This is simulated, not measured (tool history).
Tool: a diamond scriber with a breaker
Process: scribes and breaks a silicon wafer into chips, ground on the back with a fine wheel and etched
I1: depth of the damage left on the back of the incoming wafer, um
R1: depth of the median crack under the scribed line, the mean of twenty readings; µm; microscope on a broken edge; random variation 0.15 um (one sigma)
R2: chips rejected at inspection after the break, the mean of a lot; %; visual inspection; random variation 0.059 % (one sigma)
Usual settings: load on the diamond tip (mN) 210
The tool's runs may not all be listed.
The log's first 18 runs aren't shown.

run 19 hour=249.9 | load_on_the_diamond_tip_(mN)=177 | I1=0.54 | R1=12.33 R2=6.75
-- hour=264.1 diamond tip replaced by a new one
run 20 hour=267.1 | load_on_the_diamond_tip_(mN)=251 | I1=0.54 | R1=17.26 R2=6.5
run 21 hour=280.2 | load_on_the_diamond_tip_(mN)=187 | I1=0.37 | R1=13.13 R2=3.99
run 22 hour=293.4 | load_on_the_diamond_tip_(mN)=156 | I1=0.34 | R1=10.6 R2=16.35
run 23 hour=300.5 | load_on_the_diamond_tip_(mN)=171 | I1=0.41 | R1=11.99 R2=8.43
run 24 hour=314.6 | load_on_the_diamond_tip_(mN)=186 | I1=0.41 | R1=13.06 R2=4.31
run 25 hour=321.6 | load_on_the_diamond_tip_(mN)=161 | I1=0.58 | R1=11.1 R2=13.51
run 26 hour=327.8 | load_on_the_diamond_tip_(mN)=268 | I1=0.8 | R1=18.25 R2=9.27
run 27 hour=350 | load_on_the_diamond_tip_(mN)=210 | I1=0.74 | R1=14.51 R2=1.91
run 28 hour=357.9 | load_on_the_diamond_tip_(mN)=249 | I1=0.67 | R1=17.29 R2=5.89
run 29 hour=364.2 | load_on_the_diamond_tip_(mN)=165 | I1=0.66 | R1=11.46 R2=11.79
run 30 hour=376.2 | load_on_the_diamond_tip_(mN)=210 | I1=0.46 | R1=14.82 R2=1.94
run 31 hour=383.4 | load_on_the_diamond_tip_(mN)=210 | I1=0.6 | R1=14.64 R2=1.96

3 ways to go on from here, each from the tool as it stands after run 31. What would each give?
run A hour=384.1 | load_on_the_diamond_tip_(mN)=264 | I1=0.67 | R1=? R2=?
run B hour=384.1 | load_on_the_diamond_tip_(mN)=193 | I1=0.67 | R1=? R2=?
run C hour=384.1 | load_on_the_diamond_tip_(mN)=247 | I1=0.67 | R1=? R2=?

run=A R1=18.42 R2=9.19
run=B R1=13.68 R2=3.11
run=C R1=17.35 R2=5.75
Without the tool's hidden state the same runs would have given:
run=A R1=18.42 R2=9.19
run=B R1=13.68 R2=3.11
run=C R1=17.35 R2=5.75
